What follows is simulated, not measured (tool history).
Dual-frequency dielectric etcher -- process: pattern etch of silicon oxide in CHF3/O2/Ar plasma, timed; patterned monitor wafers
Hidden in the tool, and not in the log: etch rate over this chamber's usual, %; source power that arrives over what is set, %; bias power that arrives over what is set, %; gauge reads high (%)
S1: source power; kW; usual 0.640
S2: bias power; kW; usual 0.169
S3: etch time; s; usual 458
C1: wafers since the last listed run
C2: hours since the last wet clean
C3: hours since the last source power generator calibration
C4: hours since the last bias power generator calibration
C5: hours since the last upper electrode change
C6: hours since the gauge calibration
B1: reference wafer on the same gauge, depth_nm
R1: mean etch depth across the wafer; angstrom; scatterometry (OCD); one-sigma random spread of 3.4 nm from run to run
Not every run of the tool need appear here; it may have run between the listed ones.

| run | hour | S1 | S2 | S3 | C1 | C2 | C3 | C4 | C5 | C6 | B1 | R1 |
|---|---|---|---|---|---|---|---|---|---|---|---|---|
| 1 | 0.0 | 0.640 | 0.169 | 358 | 0 | 39.3 | 2125.5 | 668.1 | 4274.3 | 142.1 | 773.8 | 6895 |
| 2 | 74.6 | 0.640 | 0.169 | 458 | 161 | 113.9 | 2200.1 | 742.7 | 4348.9 | 216.7 | 774.4 | 8809 |
| 3 | 102.2 | 0.640 | 0.169 | 458 | 59 | 141.5 | 2227.7 | 770.3 | 4376.5 | 244.3 | 773.8 | 8847 |
| 4 | 151.6 | 0.640 | 0.169 | 458 | 107 | 190.9 | 2277.1 | 819.7 | 4425.9 | 293.7 | 774.2 | 8819 |
| 5 | 208.1 | 0.640 | 0.169 | 458 | 122 | 247.4 | 2333.6 | 876.2 | 4482.4 | 350.2 | 774.0 | 8818 |
| 6 | 262.2 | 0.640 | 0.169 | 458 | 117 | 301.5 | 2387.7 | 930.3 | 4536.5 | 404.3 | 774.3 | 8841 |
| 7 | 293.8 | 0.640 | 0.169 | 458 | 68 | 333.1 | 2419.3 | 961.9 | 4568.1 | 435.9 | 773.6 | 8788 |
|  | 307.4 | source power generator calibrated |
| 8 | 343.9 | 0.640 | 0.169 | 458 | 99 | 383.2 | 36.5 | 1012.0 | 4618.2 | 486.0 | 774.1 | 9004 |
|  | 406.5 | wet clean of the chamber |
|  | 415.3 | upper electrode replaced |
| 9 | 415.8 | 0.640 | 0.169 | 458 | 84 | 9.3 | 108.4 | 1083.9 | 0.5 | 557.9 | 774.2 | 9006 |
| 10 | 469.7 | 0.640 | 0.169 | 458 | 116 | 63.2 | 162.3 | 1137.8 | 54.4 | 611.8 | 773.8 | 9009 |
| 11 | 509.2 | 0.640 | 0.169 | 458 | 85 | 102.7 | 201.8 | 1177.3 | 93.9 | 651.3 | 774.0 | 8999 |
| 12 | 533.5 | 0.640 | 0.169 | 458 | 52 | 127.0 | 226.1 | 1201.6 | 118.2 | 675.6 | 774.6 | 9073 |
| 13 | 565.2 | 0.640 | 0.169 | 458 | 68 | 158.7 | 257.8 | 1233.3 | 149.9 | 707.3 | 774.4 | 8976 |
| 14 | 599.8 | 0.640 | 0.169 | 590 | 75 | 193.3 | 292.4 | 1267.9 | 184.5 | 741.9 | 774.4 | 11649 |
| 15 | 661.9 | 0.640 | 0.185 | 346 | 134 | 255.4 | 354.5 | 1330.0 | 246.6 | 804.0 | 774.3 | 7015 |
| 16 | 713.6 | 0.640 | 0.169 | 458 | 112 | 307.1 | 406.2 | 1381.7 | 298.3 | 855.7 | 774.0 | 9054 |
| 17 | 745.3 | 0.800 | 0.196 | 458 | 68 | 338.8 | 437.9 | 1413.4 | 330.0 | 887.4 | 773.6 | 10768 |
|  | 774.0 | gauge calibrated |
| 18 | 787.4 | 0.640 | 0.169 | 590 | 91 | 380.9 | 480.0 | 1455.5 | 372.1 | 13.4 | 774.3 | 11566 |
|  | 819.1 | wet clean of the chamber |
|  | 853.2 | bias power generator calibrated |
| 19 | 857.1 | 0.640 | 0.169 | 458 | 90 | 38.0 | 549.7 | 3.9 | 441.8 | 83.1 | 773.5 | 8967 |

Run 20 comes next. What will it give?
| 20 | 905.4 | 0.590 | 0.169 | 458 | 104 | 86.3 | 598.0 | 52.2 | 490.1 | 131.4 | ? | ? |

Logged for run 20: B1 774.8, R1 8552 angstrom.
If the tool had no hidden condition, the same run with the same run-to-run variation would have returned R1 8604 angstrom.

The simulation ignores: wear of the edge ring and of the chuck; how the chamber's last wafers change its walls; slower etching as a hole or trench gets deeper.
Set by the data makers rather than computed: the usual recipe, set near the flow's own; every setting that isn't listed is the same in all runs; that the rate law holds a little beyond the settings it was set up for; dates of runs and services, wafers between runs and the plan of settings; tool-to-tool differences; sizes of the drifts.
